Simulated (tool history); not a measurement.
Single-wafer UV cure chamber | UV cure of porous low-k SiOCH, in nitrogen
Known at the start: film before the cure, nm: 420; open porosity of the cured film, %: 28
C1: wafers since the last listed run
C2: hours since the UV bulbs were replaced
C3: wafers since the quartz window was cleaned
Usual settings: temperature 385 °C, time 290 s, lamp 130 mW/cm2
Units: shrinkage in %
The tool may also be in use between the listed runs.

Run 1, hour 0.0: usual settings; C1 0; C2 684.4; C3 2360. Result: shrinkage 15.095 %.
Run 2, hour 102.7: usual settings; C1 603; C2 787.1; C3 2964. Result: shrinkage 14.814 %.
Run 3, hour 198.7: usual settings; C1 564; C2 883.1; C3 3528. Result: shrinkage 15.046 %.
At hour 233.8: quartz window cleaned.
Run 4, hour 246.0: usual settings; C1 230; C2 930.4; C3 71. Result: shrinkage 14.752 %.
Run 5, hour 316.8: usual settings; C1 415; C2 1001.2; C3 487. Result: shrinkage 14.795 %.
Run 6, hour 370.4: usual settings but lamp 102 mW/cm2; C1 314; C2 1054.8; C3 802. Result: shrinkage 13.175 %.
Run 7, hour 439.1: usual settings; C1 403; C2 1123.5; C3 1206. Result: shrinkage 14.877 %.
Run 8, hour 491.3: usual settings; C1 306; C2 1175.7; C3 1512. Result: shrinkage 14.636 %.
Run 9, hour 563.5: usual settings but lamp 151 mW/cm2; C1 424; C2 1247.9; C3 1937. Result: shrinkage 15.425 %.
Run 10, hour 601.7: usual settings but lamp 151 mW/cm2; C1 224; C2 1286.1; C3 2161. Result: shrinkage 15.437 %.
Run 11, hour 664.3: usual settings but lamp 151 mW/cm2; C1 367; C2 1348.7; C3 2529. Result: shrinkage 15.339 %.
At hour 737.0: quartz window cleaned.
Run 12, hour 737.5: usual settings; C1 383; C2 1421.9; C3 3. Result: shrinkage 14.470 %.
Run 13, hour 832.7: usual settings; C1 559; C2 1517.1; C3 562. Result: shrinkage 14.402 %.
Run 14, hour 887.0: usual settings; C1 319; C2 1571.4; C3 881. Result: shrinkage 14.375 %.
Run 15, hour 968.3: usual settings; C1 477; C2 1652.7; C3 1359. Result: shrinkage 14.376 %.
Run 16, hour 1028.4: usual settings but time 395 s; C1 353; C2 1712.8; C3 1712. Result: shrinkage 16.124 %.
Run 17, hour 1077.2: usual settings; C1 286; C2 1761.6; C3 1998. Result: shrinkage 14.565 %.
Run 18, hour 1178.9: usual settings but temperature 378 °C, lamp 139 mW/cm2; C1 597; C2 1863.3; C3 2596. Result: shrinkage 14.610 %.
Run 19, hour 1215.7: usual settings but temperature 378 °C, lamp 139 mW/cm2; C1 216; C2 1900.1; C3 2812. Result: shrinkage 14.483 %.
At hour 1368.9: quartz window cleaned.
Run 20, hour 1401.3: usual settings but temperature 396 °C, time 150 s, lamp 157 mW/cm2; C1 1043; C2 2085.7; C3 190. Result: shrinkage 12.125 %.
Run 21, hour 1591.1: usual settings; C1 1115; C2 2275.5; C3 1305. Result: shrinkage 14.156 %.
Run 22, hour 1656.6: usual settings but time 130 s, lamp 169 mW/cm2; C1 384; C2 2341.0; C3 1690. Result: shrinkage 11.431 %.
Run 23, hour 1761.3: usual settings; C1 615; C2 2445.7; C3 2305. Result: shrinkage 14.462 %.
Run 24, hour 1815.0: usual settings but lamp 148 mW/cm2; C1 315; C2 2499.4; C3 2621. Result: shrinkage 14.976 %.
At hour 1888.8: quartz window cleaned.
Run 25, hour 1911.2: usual settings; C1 518; C2 2595.6; C3 131. Result: shrinkage 14.122 %.
At hour 1971.9: UV bulbs replaced.
Run 26, hour 1972.4: usual settings; C1 312; C2 0.5; C3 443. Result: shrinkage 15.860 %.
Run 27, hour 2026.0: usual settings but temperature 400 °C, time 235 s; C1 314; C2 54.1; C3 758. Result: shrinkage 14.995 %.
Run 28, hour 2098.5: usual settings but temperature 404 °C, time 380 s, lamp 151 mW/cm2; C1 425; C2 126.6; C3 1184. Result: shrinkage 18.565 %.
Run 29, hour 2151.5: usual settings but temperature 372 °C, time 425 s, lamp 96 mW/cm2; C1 311; C2 179.6; C3 1496. Result: shrinkage 15.762 %.
Run 30, hour 2202.2: usual settings but temperature 365 °C; C1 297; C2 230.3; C3 1794. Result: shrinkage 15.020 %.
Run 31, hour 2258.5: usual settings but temperature 402 °C, time 395 s, lamp 150 mW/cm2; C1 330; C2 286.6; C3 2124. Result: shrinkage 18.234 %.
Run 32, hour 2356.9: usual settings; C1 578; C2 385.0; C3 2703. Result: shrinkage 15.204 %.
Run 33, hour 2453.8: usual settings but lamp 141 mW/cm2; C1 569; C2 481.9; C3 3272. Result: shrinkage 15.518 %.
At hour 2461.9: quartz window cleaned.
Run 34, hour 2539.3: usual settings but temperature 372 °C, time 425 s, lamp 96 mW/cm2; C1 455; C2 567.4; C3 454. Result: shrinkage 15.340 %.
Run 35, hour 2610.0: usual settings but time 185 s, lamp 158 mW/cm2; C1 415; C2 638.1; C3 870. Result: shrinkage 13.575 %.
Run 36, hour 2677.6: usual settings but temperature 374 °C, time 205 s, lamp 98 mW/cm2; C1 397; C2 705.7; C3 1267. Result: shrinkage 11.695 %.
Run 37, hour 2719.7: usual settings but temperature 375 °C, time 220 s, lamp 151 mW/cm2; C1 247; C2 747.8; C3 1514. Result: shrinkage 14.090 %.
Run 38, hour 2797.7: usual settings but temperature 372 °C, time 425 s, lamp 96 mW/cm2; C1 458; C2 825.8; C3 1973. Result: shrinkage 15.112 %.
Run 39, hour 2884.4: usual settings but temperature 391 °C, lamp 101 mW/cm2; C1 509; C2 912.5; C3 2482. Result: shrinkage 13.509 %.

5 ways to go on from here, each from the tool as it stands after run 39. What would each give?
Run A, hour 2884.9: usual settings; C1 2; C2 913.0; C3 2485. Result: shrinkage ?.
Run B, hour 2884.9: usual settings but temperature 394 °C, time 385 s, lamp 107 mW/cm2; C1 2; C2 913.0; C3 2485. Result: shrinkage ?.
Run C, hour 2884.9: usual settings but lamp 158 mW/cm2; C1 2; C2 913.0; C3 2485. Result: shrinkage ?.
Run D, hour 2884.9: usual settings but time 145 s; C1 2; C2 913.0; C3 2485. Result: shrinkage ?.
Run E, hour 2884.9: usual settings but time 340 s, lamp 97 mW/cm2; C1 2; C2 913.0; C3 2485. Result: shrinkage ?.

run  shrinkage
  A     14.737
  B     15.398
  C     15.777
  D     11.184
  E     14.034
Without the tool's hidden state the same runs would have given:
run  shrinkage
  A     15.901
  B     16.572
  C     16.956
  D     12.279
  E     15.185
